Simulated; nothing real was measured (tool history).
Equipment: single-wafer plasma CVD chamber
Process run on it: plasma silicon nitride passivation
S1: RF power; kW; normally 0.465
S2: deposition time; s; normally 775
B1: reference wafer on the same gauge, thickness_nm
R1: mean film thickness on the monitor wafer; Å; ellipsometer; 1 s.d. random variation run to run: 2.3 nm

| run | hour | S1 | S2 | B1 | R1 |
|---|---|---|---|---|---|
| 1 | 0.0 | 0.465 | 894 | 1110.430 | 12663.93 |
| 2 | 33.3 | 0.465 | 894 | 1109.940 | 12672.95 |
| 3 | 65.1 | 0.465 | 894 | 1109.510 | 12649.66 |
| 4 | 97.2 | 0.465 | 775 | 1110.619 | 10992.35 |
| 5 | 160.9 | 0.465 | 775 | 1109.991 | 10974.35 |
| 6 | 186.2 | 0.465 | 775 | 1110.080 | 10972.91 |
| 7 | 200.0 | 0.520 | 812 | 1110.812 | 11756.91 |
| 8 | 215.8 | 0.520 | 812 | 1110.157 | 11804.48 |
| 9 | 269.8 | 0.490 | 674 | 1110.182 | 9657.23 |
| 10 | 304.3 | 0.490 | 674 | 1110.064 | 9630.50 |
| 11 | 337.1 | 0.490 | 674 | 1110.222 | 9666.79 |
| 12 | 351.8 | 0.395 | 701 | 1109.625 | 9636.98 |
| 13 | 441.3 | 0.395 | 701 | 1110.293 | 9596.32 |
| 14 | 464.2 | 0.395 | 922 | 1108.713 | 12684.72 |
| 15 | 487.4 | 0.465 | 775 | 1110.800 | 10972.84 |
| 16 | 506.0 | 0.380 | 681 | 1110.162 | 9219.78 |
| 17 | 519.8 | 0.465 | 848 | 1110.701 | 12011.91 |
| 18 | 537.5 | 0.420 | 693 | 1109.264 | 9592.83 |
| 19 | 570.0 | 0.395 | 664 | 1110.417 | 9083.73 |
| 20 | 598.1 | 0.465 | 775 | 1109.927 | 10975.86 |
| 21 | 610.8 | 0.500 | 883 | 1109.621 | 12713.64 |
| 22 | 624.4 | 0.465 | 775 | 1110.859 | 10987.03 |
| 23 | 677.0 | 0.465 | 775 | 1109.673 | 11017.11 |
| 24 | 689.4 | 0.390 | 883 | 1110.178 | 12052.99 |
| 25 | 722.3 | 0.465 | 672 | 1110.732 | 9517.84 |
| 26 | 740.8 | 0.465 | 775 | 1109.368 | 11002.83 |

Taken out of this log: 3 entries between the listed runs. Where each belongs, and how the hidden state differs across it:
Between runs 8 and 9: showerhead replaced (hour 249.3)
  no hidden state differs between the two runs
Between runs 13 and 14: gauge calibrated (hour 448.4); RF generator calibrated (hour 462.2)
  no hidden state differs between the two runs

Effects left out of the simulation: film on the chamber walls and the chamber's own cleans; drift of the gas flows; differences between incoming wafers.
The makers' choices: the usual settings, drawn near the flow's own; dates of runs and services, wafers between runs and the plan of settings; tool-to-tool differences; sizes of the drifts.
